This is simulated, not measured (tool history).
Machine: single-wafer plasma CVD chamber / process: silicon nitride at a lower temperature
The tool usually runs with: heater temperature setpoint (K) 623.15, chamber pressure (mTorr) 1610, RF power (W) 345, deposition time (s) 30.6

run	day	heater temperature setpoint (K)	chamber pressure (mTorr)	RF power (W)	deposition time (s)	wafers since the last listed run	hours since the last thermocouple change	hours since the last RF generator calibration	hours since the last manometer calibration	hours since the showerhead was replaced	hours since the gauge calibration	read-back reference wafer on the same gauge, thickness_nm	mean film thickness on the monitor wafer (angstrom)
1	0.000	623.15	1610	345	30.6	0	2122.2	715.7	906.6	5576.0	369.3	41.467	417.58
# day 0.921: capacitance manometer re-zeroed and calibrated
2	2.542	623.15	1610	345	30.6	861	2183.2	776.7	38.9	5637.0	430.3	41.539	418.88
3	5.171	623.15	1610	345	30.6	1025	2246.3	839.8	102.0	5700.1	493.4	41.623	418.99
4	8.150	630.15	1610	345	33.5	1161	2317.8	911.3	173.5	5771.6	564.9	41.686	461.06
5	10.071	623.15	1800	345	30.6	749	2363.9	957.4	219.6	5817.7	611.0	41.761	433.54
6	13.000	623.15	1800	345	30.6	1142	2434.2	1027.7	289.9	5888.0	681.3	41.865	435.37
7	15.850	635.15	1610	375	30.6	1111	2502.6	1096.1	358.3	5956.4	749.7	42.013	443.97
8	18.667	635.15	1610	375	30.6	1098	2570.2	1163.7	425.9	6024.0	817.3	42.115	443.35
9	19.717	635.15	1610	375	30.6	409	2595.4	1188.9	451.1	6049.2	842.5	42.153	444.21
# day 20.962: gauge calibrated
10	22.092	623.15	1610	345	34.9	926	2652.4	1245.9	508.1	6106.2	27.1	41.410	476.43
# day 23.654: thermocouple changed; heater temperature recalibrated
11	23.925	623.15	1610	345	34.9	585	6.5	1289.9	552.1	6150.2	71.1	41.406	477.24
# day 24.425: RF generator calibrated
12	25.388	623.15	1610	380	28.8	440	41.6	23.1	587.2	6185.3	106.2	41.466	414.92
13	28.158	623.15	1360	320	30.6	1080	108.1	89.6	653.7	6251.8	172.7	41.448	384.49
14	29.183	634.15	1360	305	25.3	399	132.7	114.2	678.3	6276.4	197.3	41.444	308.12
# day 30.296: showerhead replaced
15	31.346	623.15	1610	345	30.6	713	184.6	166.1	730.2	25.2	249.2	41.485	416.17
16	33.408	611.15	1610	345	30.6	804	234.1	215.6	779.7	74.7	298.7	41.502	419.51
17	34.767	623.15	1610	295	30.6	529	266.7	248.2	812.3	107.3	331.3	41.541	383.64
18	36.067	630.15	1510	315	25.4	507	297.9	279.4	843.5	138.5	362.5	41.573	323.68
19	38.912	623.15	1610	345	30.6	1109	366.2	347.7	911.8	206.8	430.8	41.659	421.02
# day 39.900: capacitance manometer re-zeroed and calibrated
20	41.362	610.15	1920	345	28.5	825	425.0	406.5	35.1	265.6	489.6	41.714	413.13
21	44.608	615.15	1610	345	28.1	1265	502.9	484.4	113.0	343.5	567.5	41.802	388.58
22	46.233	635.15	1300	325	33.1	633	541.9	523.4	152.0	382.5	606.5	41.844	418.48
23	47.683	623.15	1950	345	24.6	565	576.7	558.2	186.8	417.3	641.3	41.894	357.68
24	50.375	623.15	1250	375	35.1	1049	641.3	622.8	251.4	481.9	705.9	42.029	475.46
25	52.671	623.15	1610	345	30.6	895	696.4	677.9	306.5	537.0	761.0	42.118	426.52
26	53.875	623.15	1610	345	26.5	469	725.3	706.8	335.4	565.9	789.9	42.159	368.52

What would each run have given without the hidden state, its run-to-run variation left as it was?
What the log doesn't record here: wafer temperature above the value expected at the setpoint (K); delivered RF power above the setpoint (%); true pressure above the setpoint (%); gauge reads high (%).
run	mean film thickness on the monitor wafer (angstrom)
1	416.79
2	417.49
3	416.89
4	457.72
5	429.72
6	430.39
7	437.64
8	435.69
9	436.00
10	476.25
11	476.99
12	414.63
13	384.01
14	307.65
15	415.25
16	418.25
17	382.26
18	322.31
19	418.58
20	410.08
21	384.78
22	413.84
23	353.26
24	468.40
25	419.20
26	361.73
